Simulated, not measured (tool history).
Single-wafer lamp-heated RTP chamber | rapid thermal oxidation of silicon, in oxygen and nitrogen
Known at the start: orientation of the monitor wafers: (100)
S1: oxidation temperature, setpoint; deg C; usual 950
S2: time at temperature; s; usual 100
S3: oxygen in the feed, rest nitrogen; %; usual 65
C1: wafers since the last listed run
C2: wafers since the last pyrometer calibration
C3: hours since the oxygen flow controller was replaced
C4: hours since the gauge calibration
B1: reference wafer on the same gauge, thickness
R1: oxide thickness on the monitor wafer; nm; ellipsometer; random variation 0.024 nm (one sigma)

| run | hour | S1 | S2 | S3 | C1 | C2 | C3 | C4 | B1 | R1 |
|---|---|---|---|---|---|---|---|---|---|---|
| 1 | 0.0 | 950 | 86 | 73 | 0 | 1220 | 6041.1 | 130.3 | 4.688 | 4.362 |
| 2 | 17.6 | 950 | 86 | 73 | 198 | 1419 | 6058.7 | 147.9 | 4.688 | 4.374 |
| 3 | 28.1 | 950 | 100 | 65 | 118 | 1537 | 6069.2 | 158.4 | 4.684 | 4.514 |
| 4 | 43.3 | 950 | 100 | 65 | 171 | 1709 | 6084.4 | 173.6 | 4.689 | 4.499 |
| 5 | 50.6 | 950 | 74 | 65 | 82 | 1791 | 6091.7 | 180.9 | 4.690 | 4.024 |
| 6 | 61.0 | 950 | 74 | 65 | 117 | 1909 | 6102.1 | 191.3 | 4.692 | 3.995 |
| 7 | 71.9 | 950 | 74 | 65 | 123 | 2032 | 6113.0 | 202.2 | 4.689 | 4.027 |
| 8 | 81.1 | 950 | 113 | 65 | 103 | 2135 | 6122.2 | 211.4 | 4.690 | 4.755 |
| 9 | 94.1 | 950 | 100 | 65 | 146 | 2282 | 6135.2 | 224.4 | 4.686 | 4.604 |
| 10 | 101.4 | 950 | 100 | 65 | 82 | 2365 | 6142.5 | 231.7 | 4.690 | 4.573 |
| 11 | 113.4 | 950 | 100 | 65 | 135 | 2500 | 6154.5 | 243.7 | 4.688 | 4.586 |
| 12 | 130.4 | 950 | 100 | 65 | 191 | 2692 | 6171.5 | 260.7 | 4.691 | 4.560 |
| 13 | 143.6 | 950 | 100 | 65 | 148 | 2841 | 6184.7 | 273.9 | 4.688 | 4.626 |
| 14 | 158.2 | 950 | 100 | 65 | 164 | 3006 | 6199.3 | 288.5 | 4.694 | 4.656 |
|  | 162.1 | gauge calibrated |
| 15 | 167.8 | 940 | 100 | 65 | 108 | 3114 | 6208.9 | 5.7 | 4.690 | 4.282 |
|  | 188.7 | pyrometer window cleaned and pyrometer calibrated |
| 16 | 189.2 | 950 | 124 | 87 | 151 | 5 | 6230.3 | 27.1 | 4.692 | 5.410 |
| 17 | 199.3 | 962 | 57 | 56 | 114 | 119 | 6240.4 | 37.2 | 4.692 | 3.719 |
|  | 208.8 | oxygen flow controller replaced |
| 18 | 216.7 | 928 | 119 | 78 | 106 | 226 | 7.9 | 54.6 | 4.689 | 4.280 |
| 19 | 226.2 | 959 | 63 | 75 | 107 | 333 | 17.4 | 64.1 | 4.690 | 4.098 |
| 20 | 237.6 | 950 | 100 | 65 | 128 | 461 | 28.8 | 75.5 | 4.691 | 4.426 |
| 21 | 251.6 | 926 | 76 | 37 | 158 | 619 | 42.8 | 89.5 | 4.690 | 3.028 |
| 22 | 269.1 | 950 | 124 | 87 | 197 | 817 | 60.3 | 107.0 | 4.688 | 5.352 |
| 23 | 278.8 | 950 | 100 | 65 | 109 | 927 | 70.0 | 116.7 | 4.690 | 4.454 |
| 24 | 286.1 | 927 | 59 | 86 | 82 | 1009 | 77.3 | 124.0 | 4.694 | 3.389 |
| 25 | 294.5 | 928 | 135 | 84 | 94 | 1104 | 85.7 | 132.4 | 4.691 | 4.697 |
| 26 | 305.8 | 924 | 124 | 65 | 127 | 1231 | 97.0 | 143.7 | 4.692 | 4.099 |

3 ways to go on from here, each from the tool as it stands after run 26. What would each give?
| A | 306.2 | 966 | 100 | 65 | 4 | 1236 | 97.4 | 144.1 | ? | ? |
| B | 306.2 | 977 | 126 | 56 | 4 | 1236 | 97.4 | 144.1 | ? | ? |
| C | 306.2 | 928 | 119 | 45 | 4 | 1236 | 97.4 | 144.1 | ? | ? |

| run | B1 | R1 |
|---|---|---|
| A | 4.685 | 5.021 |
| B | 4.685 | 5.729 |
| C | 4.685 | 3.701 |
Without the tool's hidden state the same runs would have given:
| run | R1 |
|---|---|
| A | 4.981 |
| B | 5.684 |
| C | 3.676 |
